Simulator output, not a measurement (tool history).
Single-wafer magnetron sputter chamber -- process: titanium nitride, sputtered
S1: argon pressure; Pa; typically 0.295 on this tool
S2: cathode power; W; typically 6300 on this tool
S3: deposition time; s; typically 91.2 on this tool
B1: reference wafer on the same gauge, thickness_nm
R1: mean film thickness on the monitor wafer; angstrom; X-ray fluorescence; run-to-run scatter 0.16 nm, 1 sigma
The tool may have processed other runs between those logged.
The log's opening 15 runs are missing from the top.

Run 16, day 7.433: usual settings but S1 0.245 Pa, S2 4750 W; B1 123.036. Result: R1 843.34 angstrom.
At day 7.888: sputter target and shields replaced.
At day 8.021: capacitance manometer re-zeroed and calibrated.
Run 17, day 8.042: usual settings but S1 0.248 Pa, S2 4900 W; B1 123.007. Result: R1 872.6 angstrom.
Run 18, day 8.646: usual settings but S1 0.208 Pa, S2 7000 W, S3 109.2 s; B1 122.955. Result: R1 1493.51 angstrom.
Run 19, day 9.25: usual settings but S1 0.237 Pa, S2 5800 W, S3 85.9 s; B1 123.01. Result: R1 970.35 angstrom.
Run 20, day 9.579: usual settings but S2 5500 W, S3 99.3 s; B1 123.013. Result: R1 1047.6 angstrom.
At day 9.788: gauge calibrated.
Run 21, day 9.838: usual settings; B1 122.925. Result: R1 1096.52 angstrom.
Run 22, day 10.404: usual settings but S1 0.262 Pa, S3 104.9 s; B1 123.025. Result: R1 1272.35 angstrom.
Run 23, day 11.05: usual settings but S1 0.364 Pa, S2 6850 W, S3 95.8 s; B1 122.94. Result: R1 1218.49 angstrom.
Run 24, day 11.362: usual settings; B1 122.978. Result: R1 1097.11 angstrom.
Run 25, day 11.654: usual settings; B1 122.996. Result: R1 1095.04 angstrom.
Run 26, day 11.954: usual settings but S1 0.215 Pa, S2 5400 W; B1 123.024. Result: R1 966.97 angstrom.
Run 27, day 12.388: usual settings but S2 7250 W; B1 123.078. Result: R1 1254.24 angstrom.
Run 28, day 12.9: usual settings but S2 7500 W, S3 79 s; B1 123.096. Result: R1 1122.09 angstrom.
Run 29, day 13.321: usual settings but S1 0.333 Pa, S2 7450 W, S3 81.9 s; B1 122.986. Result: R1 1141.95 angstrom.
Run 30, day 13.862: usual settings but S2 7850 W, S3 77 s; B1 123.011. Result: R1 1140.45 angstrom.
Run 31, day 14.412: usual settings but S1 0.197 Pa, S2 6950 W, S3 98 s; B1 123.119. Result: R1 1333.71 angstrom.
Run 32, day 14.762: usual settings; B1 122.95. Result: R1 1092.7 angstrom.
Run 33, day 15.429: usual settings but S3 78.7 s; B1 123.034. Result: R1 940.53 angstrom.
Run 34, day 15.912: usual settings; B1 122.918. Result: R1 1090 angstrom.

Expected results for the next run?
Run 35, day 16.25: usual settings but S1 0.364 Pa, S2 6850 W, S3 95.8 s; B1 ?. Result: R1 ?.

B1: 123.003
R1: 1213.07 angstrom
The same run, on a tool lacking any hidden state, would have yielded R1 1215.93 angstrom.
